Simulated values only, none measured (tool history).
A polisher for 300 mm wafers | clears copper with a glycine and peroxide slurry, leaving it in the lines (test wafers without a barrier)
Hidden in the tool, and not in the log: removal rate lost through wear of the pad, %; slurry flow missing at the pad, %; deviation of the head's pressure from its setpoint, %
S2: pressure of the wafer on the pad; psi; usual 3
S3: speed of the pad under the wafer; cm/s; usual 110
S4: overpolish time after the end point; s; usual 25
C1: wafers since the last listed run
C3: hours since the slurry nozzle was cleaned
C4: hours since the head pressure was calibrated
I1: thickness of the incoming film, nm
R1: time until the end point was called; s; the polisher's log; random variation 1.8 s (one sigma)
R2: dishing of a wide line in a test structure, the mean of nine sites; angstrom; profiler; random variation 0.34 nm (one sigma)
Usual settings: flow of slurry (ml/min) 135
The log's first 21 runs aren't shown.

{"run": 22, "day": 27.775, "flow of slurry (ml/min)": 135, "S2": 3, "S3": 144, "S4": 29, "C1": 238, "wafers polished on this pad": 562, "C3": 52.1, "C4": 201.7, "I1": 593.3, "R1": 86.1, "R2": 249}
{"run": 23, "day": 28.475, "flow of slurry (ml/min)": 135, "S2": 3, "S3": 110, "S4": 25, "C1": 159, "wafers polished on this pad": 722, "C3": 68.9, "C4": 218.5, "I1": 598.2, "R1": 111.5, "R2": 250}
{"run": 24, "day": 29.358, "flow of slurry (ml/min)": 135, "S2": 3, "S3": 110, "S4": 15, "C1": 201, "wafers polished on this pad": 924, "C3": 90.1, "C4": 239.7, "I1": 589.4, "R1": 110.1, "R2": 232}
{"run": 25, "day": 30.4, "flow of slurry (ml/min)": 105, "S2": 3, "S3": 110, "S4": 25, "C1": 237, "wafers polished on this pad": 1162, "C3": 115.1, "C4": 264.7, "I1": 598.3, "R1": 117.2, "R2": 255}
{"run": 26, "day": 30.992, "flow of slurry (ml/min)": 135, "S2": 2.2, "S3": 136, "S4": 25, "C1": 135, "wafers polished on this pad": 1297, "C3": 129.3, "C4": 278.9, "I1": 594.9, "R1": 113.4, "R2": 259}
{"run": 27, "day": 32.212, "flow of slurry (ml/min)": 165, "S2": 3, "S3": 110, "S4": 16, "C1": 278, "wafers polished on this pad": 1576, "C3": 158.6, "C4": 308.2, "I1": 608.8, "R1": 110.9, "R2": 243}
{"day": 33.021, "done": "worn pad replaced by a new one"}
{"run": 28, "day": 33.042, "flow of slurry (ml/min)": 145, "S2": 2.4, "S3": 128, "S4": 17, "C1": 151, "wafers polished on this pad": 4, "C3": 178.5, "C4": 328.1, "I1": 596.4, "R1": 111.6, "R2": 242}
{"run": 29, "day": 33.733, "flow of slurry (ml/min)": 165, "S2": 2.1, "S3": 92, "S4": 25, "C1": 157, "wafers polished on this pad": 162, "C3": 195.1, "C4": 344.7, "I1": 585.8, "R1": 157.4, "R2": 256}
{"run": 30, "day": 34.962, "flow of slurry (ml/min)": 135, "S2": 3, "S3": 110, "S4": 25, "C1": 280, "wafers polished on this pad": 443, "C3": 224.6, "C4": 374.2, "I1": 593.4, "R1": 111.9, "R2": 256}

5 ways to go on from here, each from the tool as it stands after run 30. What would each give?
{"run": "A", "day": 34.983, "flow of slurry (ml/min)": 135, "S2": 3, "S3": 110, "S4": 25, "C1": 4, "wafers polished on this pad": 448, "C3": 225.1, "C4": 374.7, "I1": 601.1, "R1": "?", "R2": "?"}
{"run": "B", "day": 34.983, "flow of slurry (ml/min)": 135, "S2": 3, "S3": 110, "S4": 30, "C1": 4, "wafers polished on this pad": 448, "C3": 225.1, "C4": 374.7, "I1": 601.1, "R1": "?", "R2": "?"}
{"run": "C", "day": 34.983, "flow of slurry (ml/min)": 100, "S2": 2.1, "S3": 122, "S4": 29, "C1": 4, "wafers polished on this pad": 448, "C3": 225.1, "C4": 374.7, "I1": 601.1, "R1": "?", "R2": "?"}
{"run": "D", "day": 34.983, "flow of slurry (ml/min)": 95, "S2": 3, "S3": 110, "S4": 25, "C1": 4, "wafers polished on this pad": 448, "C3": 225.1, "C4": 374.7, "I1": 601.1, "R1": "?", "R2": "?"}
{"run": "E", "day": 34.983, "flow of slurry (ml/min)": 165, "S2": 2.5, "S3": 110, "S4": 25, "C1": 4, "wafers polished on this pad": 448, "C3": 225.1, "C4": 374.7, "I1": 601.1, "R1": "?", "R2": "?"}

run=A R1=111.4 R2=249
run=B R1=111.4 R2=251
run=C R1=140.7 R2=249
run=D R1=121.9 R2=247
run=E R1=121.9 R2=250
Without the tool's hidden state the same runs would have given:
run=A R1=111.4 R2=249
run=B R1=111.4 R2=251
run=C R1=140.7 R2=249
run=D R1=121.9 R2=247
run=E R1=121.9 R2=250
